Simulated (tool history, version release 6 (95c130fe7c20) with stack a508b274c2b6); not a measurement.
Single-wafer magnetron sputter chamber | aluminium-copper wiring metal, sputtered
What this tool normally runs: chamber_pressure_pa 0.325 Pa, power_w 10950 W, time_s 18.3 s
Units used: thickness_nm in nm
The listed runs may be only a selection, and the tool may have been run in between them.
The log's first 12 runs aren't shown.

run	hour	chamber_pressure_pa	power_w	time_s	read-back reference wafer on the same gauge, thickness_nm	thickness_nm
13	1268.3	0.325	12250	18.3	330.892	419.329
14	1359.8	0.325	10950	17.4	331.512	363.040
15	1428.3	0.325	10950	17.4	330.949	361.829
16	1467.2	0.325	10950	21.5	331.063	439.988
17	1509.4	0.408	13350	20.1	331.065	455.304
18	1579.3	0.325	12150	20.4	330.768	444.363
# hour 1593.3: sputter target and shields replaced
19	1627.9	0.325	10950	17.4	331.127	365.901
20	1701.9	0.370	10950	19.3	331.292	399.622
21	1761.0	0.197	13100	18.3	330.755	469.840
22	1830.2	0.220	12300	14.9	330.861	353.289
# hour 1899.8: capacitance manometer re-zeroed and calibrated
23	1930.1	0.325	10950	18.3	331.169	365.403
24	1970.9	0.325	10950	18.3	331.116	364.485
25	2035.6	0.280	10950	15.7	330.867	315.351
# hour 2069.1: sputter target and shields replaced
26	2122.4	0.382	10950	18.3	331.099	366.987
27	2202.1	0.325	10950	18.3	331.222	379.409
28	2240.8	0.219	11700	15.5	331.427	356.463
29	2333.8	0.325	10950	18.3	330.707	373.715
30	2388.2	0.325	10950	18.3	331.760	370.318
31	2428.7	0.325	9900	18.3	331.118	341.850

3 ways to go on from here, each from the tool as it stands after run 31. What would each give?
A	2429.1	0.325	12700	18.3	?	?
B	2429.1	0.285	13350	16.3	?	?
C	2429.1	0.202	13650	16.0	?	?

run	read-back reference wafer on the same gauge, thickness_nm	thickness_nm
A	331.171	415.255
B	331.171	392.344
C	331.171	408.624
With no hidden state in the tool, these same runs would have given:
run	thickness_nm
A	424.549
B	401.668
C	419.540

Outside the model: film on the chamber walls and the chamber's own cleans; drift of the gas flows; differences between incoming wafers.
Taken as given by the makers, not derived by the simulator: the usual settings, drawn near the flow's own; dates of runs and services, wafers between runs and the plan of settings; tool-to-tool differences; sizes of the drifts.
